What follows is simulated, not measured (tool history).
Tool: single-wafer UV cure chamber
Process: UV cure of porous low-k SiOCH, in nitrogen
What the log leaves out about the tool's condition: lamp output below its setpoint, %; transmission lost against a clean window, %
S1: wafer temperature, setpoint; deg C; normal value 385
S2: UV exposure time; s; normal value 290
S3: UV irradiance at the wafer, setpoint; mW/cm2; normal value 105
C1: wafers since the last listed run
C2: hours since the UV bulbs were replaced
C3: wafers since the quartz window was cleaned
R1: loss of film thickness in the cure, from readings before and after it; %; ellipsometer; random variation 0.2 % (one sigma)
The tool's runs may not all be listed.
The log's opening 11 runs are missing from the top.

| run | hour | S1 | S2 | S3 | C1 | C2 | C3 | R1 |
|---|---|---|---|---|---|---|---|---|
| 12 | 741.1 | 385 | 290 | 105 | 580 | 2310.8 | 3151 | 11.402 |
|  | 865.6 | quartz window cleaned |
| 13 | 1002.5 | 385 | 220 | 119 | 2213 | 2572.2 | 1195 | 10.843 |
|  | 1035.3 | UV bulbs replaced |
| 14 | 1066.7 | 385 | 220 | 119 | 490 | 31.4 | 1686 | 12.559 |
| 15 | 1135.4 | 385 | 220 | 119 | 600 | 100.1 | 2286 | 12.586 |
| 16 | 1202.8 | 385 | 220 | 119 | 588 | 167.5 | 2875 | 12.589 |
| 17 | 1284.8 | 385 | 385 | 65 | 716 | 249.5 | 3592 | 11.787 |
|  | 1318.6 | quartz window cleaned |
| 18 | 1390.4 | 392 | 290 | 105 | 852 | 355.1 | 627 | 12.71 |
| 19 | 1465.9 | 385 | 290 | 105 | 659 | 430.6 | 1286 | 12.893 |
| 20 | 1526.4 | 394 | 415 | 77 | 528 | 491.1 | 1815 | 13.197 |
| 21 | 1600.7 | 402 | 290 | 95 | 649 | 565.4 | 2464 | 12.152 |
| 22 | 1645.5 | 385 | 290 | 105 | 391 | 610.2 | 2855 | 12.5 |

What does the tool deliver on the next run?
| 23 | 1695.2 | 385 | 180 | 81 | 434 | 659.9 | 3290 | ? |

{"run 23": {"R1": 9.047}}
With no hidden state in the tool, this same run would have given R1 10.114 %.
